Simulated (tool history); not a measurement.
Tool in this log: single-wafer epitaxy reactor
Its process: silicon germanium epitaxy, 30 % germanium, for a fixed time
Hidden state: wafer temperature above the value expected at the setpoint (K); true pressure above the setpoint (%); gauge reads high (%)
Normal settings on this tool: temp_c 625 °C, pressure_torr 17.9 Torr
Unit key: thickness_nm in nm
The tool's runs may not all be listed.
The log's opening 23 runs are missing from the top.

run   hour  temp_c  pressure_torr  wafers since the last listed run  hours since the last pyrometer calibration  hours since the last manometer calibration  hours since the showerhead was replaced  hours since the gauge calibration  read-back reference wafer on the same gauge, thickness_nm  thickness_nm
 24  606.3     625           17.9                               342                                       303.3                                       242.3                                     34.5                              168.9                                                     78.077        95.513
 25  639.3     618           14.3                               521                                       336.3                                       275.3                                     67.5                              201.9                                                     78.212        76.591
 26  666.4     635           13.9                               428                                       363.4                                       302.4                                     94.6                                229                                                     78.134       100.014
 27  683.4     625           17.9                               268                                       380.4                                       319.4                                    111.6                                246                                                     78.116        94.827
 28  701.7     625           17.9                               289                                       398.7                                       337.7                                    129.9                              264.3                                                     78.121        95.134
 29  728.5     619           15.2                               423                                       425.5                                       364.5                                    156.7                              291.1                                                     78.118        80.232
 30  751.1     631           14.5                               357                                       448.1                                       387.1                                    179.3                              313.7                                                     78.079        96.034
 31  779.3     615             20                               445                                       476.3                                       415.3                                    207.5                              341.9                                                     78.074        83.848
 32  808.8     625           17.9                               465                                       505.8                                       444.8                                      237                              371.4                                                     78.081        95.587
 33  844.7     615             20                               567                                       541.7                                       480.7                                    272.9                              407.3                                                     78.062        83.694
 34  858.6     615           16.1                               219                                       555.6                                       494.6                                    286.8                              421.2                                                     78.113        76.425
 35  893.3     635           17.9                               548                                       590.3                                       529.3                                    321.5                              455.9                                                     78.074       112.501
 36  922.3     613           19.8                               458                                       619.3                                       558.3                                    350.5                              484.9                                                     78.158        80.954

Each row is a separate what-if for the run after 36, all from the same tool condition, not one after another. Results?
  A  922.7     625           17.9                                 6                                       619.7                                       558.7                                    350.9                              485.3                                                          ?             ?
  B  922.7     625           14.4                                 6                                       619.7                                       558.7                                    350.9                              485.3                                                          ?             ?
  C  922.7     637           20.6                                 6                                       619.7                                       558.7                                    350.9                              485.3                                                          ?             ?

run  read-back reference wafer on the same gauge, thickness_nm  thickness_nm
  A                                                     78.076        94.483
  B                                                     78.076        85.568
  C                                                     78.076        123.21
With the hidden condition removed and each run's random variation left untouched, the same runs would have given:
run  thickness_nm
  A        94.663
  B        85.731
  C       123.445
